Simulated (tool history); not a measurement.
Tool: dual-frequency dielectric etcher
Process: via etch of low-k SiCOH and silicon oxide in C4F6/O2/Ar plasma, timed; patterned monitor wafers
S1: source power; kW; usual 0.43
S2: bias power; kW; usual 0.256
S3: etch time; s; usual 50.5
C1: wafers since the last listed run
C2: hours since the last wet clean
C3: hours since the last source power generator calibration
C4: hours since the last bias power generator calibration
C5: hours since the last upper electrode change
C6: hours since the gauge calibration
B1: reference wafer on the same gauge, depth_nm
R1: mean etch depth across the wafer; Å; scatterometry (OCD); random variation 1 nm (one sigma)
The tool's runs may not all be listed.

Run 1, hour 0: usual settings; C1 0; C2 392.9; C3 1170.6; C4 51.8; C5 2817.1; C6 1311.9; B1 186.3. Result: R1 1631 Å.
At hour 63.7: wet clean of the chamber.
Run 2, hour 72.6: usual settings; C1 363; C2 8.9; C3 1243.2; C4 124.4; C5 2889.7; C6 1384.5; B1 186.1. Result: R1 1642 Å.
Run 3, hour 165.9: usual settings but S2 0.292 kW; C1 698; C2 102.2; C3 1336.5; C4 217.7; C5 2983; C6 1477.8; B1 185.4. Result: R1 1757 Å.
Run 4, hour 219.5: usual settings but S2 0.292 kW; C1 401; C2 155.8; C3 1390.1; C4 271.3; C5 3036.6; C6 1531.4; B1 185.6. Result: R1 1740 Å.
Run 5, hour 276.8: usual settings but S1 0.39 kW; C1 428; C2 213.1; C3 1447.4; C4 328.6; C5 3093.9; C6 1588.7; B1 186.2. Result: R1 1569 Å.
Run 6, hour 500.8: usual settings; C1 1675; C2 437.1; C3 1671.4; C4 552.6; C5 3317.9; C6 1812.7; B1 186.2. Result: R1 1651 Å.
At hour 539.7: wet clean of the chamber.
Run 7, hour 544.8: usual settings; C1 149; C2 5.1; C3 1715.4; C4 596.6; C5 3361.9; C6 1856.7; B1 186.3. Result: R1 1635 Å.
Run 8, hour 622.6: usual settings; C1 582; C2 82.9; C3 1793.2; C4 674.4; C5 3439.7; C6 1934.5; B1 186.1. Result: R1 1625 Å.
At hour 624.9: gauge calibrated.
At hour 661.1: upper electrode replaced.
Run 9, hour 682.3: usual settings; C1 267; C2 142.6; C3 1852.9; C4 734.1; C5 21.2; C6 57.4; B1 186.1. Result: R1 1631 Å.
Run 10, hour 728.6: usual settings but S1 0.4 kW, S3 46.5 s; C1 346; C2 188.9; C3 1899.2; C4 780.4; C5 67.5; C6 103.7; B1 186.1. Result: R1 1485 Å.
Run 11, hour 817.9: usual settings; C1 668; C2 278.2; C3 1988.5; C4 869.7; C5 156.8; C6 193; B1 186.4. Result: R1 1623 Å.
Run 12, hour 894.2: usual settings but S1 0.47 kW, S3 61 s; C1 570; C2 354.5; C3 2064.8; C4 946; C5 233.1; C6 269.3; B1 185.9. Result: R1 2015 Å.
Run 13, hour 958: usual settings but S2 0.211 kW; C1 477; C2 418.3; C3 2128.6; C4 1009.8; C5 296.9; C6 333.1; B1 185.9. Result: R1 1473 Å.
Run 14, hour 1028.1: usual settings but S1 0.38 kW, S2 0.276 kW, S3 59.5 s; C1 524; C2 488.4; C3 2198.7; C4 1079.9; C5 367; C6 403.2; B1 186.3. Result: R1 1929 Å.
Run 15, hour 1105.1: usual settings but S2 0.235 kW; C1 576; C2 565.4; C3 2275.7; C4 1156.9; C5 444; C6 480.2; B1 186.1. Result: R1 1553 Å.
At hour 1149.1: wet clean of the chamber.
Run 16, hour 1170.9: usual settings but S2 0.239 kW, S3 37 s; C1 312; C2 21.8; C3 2341.5; C4 1222.7; C5 509.8; C6 546; B1 185.9. Result: R1 1164 Å.
Run 17, hour 1209.2: usual settings but S3 57.5 s; C1 286; C2 60.1; C3 2379.8; C4 1261; C5 548.1; C6 584.3; B1 185.3. Result: R1 1853 Å.
At hour 1266.9: source power generator calibrated.
Run 18, hour 1283.4: usual settings but S3 41 s; C1 525; C2 134.3; C3 16.5; C4 1335.2; C5 622.3; C6 658.5; B1 185.7. Result: R1 1325 Å.
Run 19, hour 1361.3: usual settings but S1 0.35 kW; C1 582; C2 212.2; C3 94.4; C4 1413.1; C5 700.2; C6 736.4; B1 185.8. Result: R1 1529 Å.
At hour 1366.9: bias power generator calibrated.
Run 20, hour 1398.2: usual settings; C1 246; C2 249.1; C3 131.3; C4 31.3; C5 737.1; C6 773.3; B1 186. Result: R1 1623 Å.
Run 21, hour 1481.7: usual settings; C1 624; C2 332.6; C3 214.8; C4 114.8; C5 820.6; C6 856.8; B1 186.3. Result: R1 1643 Å.
Run 22, hour 1582: usual settings but S2 0.274 kW, S3 38.5 s; C1 750; C2 432.9; C3 315.1; C4 215.1; C5 920.9; C6 957.1; B1 186.4. Result: R1 1293 Å.
Run 23, hour 1643.5: usual settings; C1 460; C2 494.4; C3 376.6; C4 276.6; C5 982.4; C6 1018.6; B1 185.7. Result: R1 1620 Å.
At hour 1718.7: wet clean of the chamber.
Run 24, hour 1743: usual settings but S1 0.54 kW; C1 564; C2 24.3; C3 476.1; C4 376.1; C5 1081.9; C6 1118.1; B1 186.8. Result: R1 1766 Å.

Run 25 comes next. What will it give?
Run 25, hour 1781: usual settings but S3 65 s; C1 284; C2 62.3; C3 514.1; C4 414.1; C5 1119.9; C6 1156.1; B1 ?. Result: R1 ?.

B1: 186.5
R1: 2089 Å
Without the tool's hidden state the same run would have given R1 2089 Å.
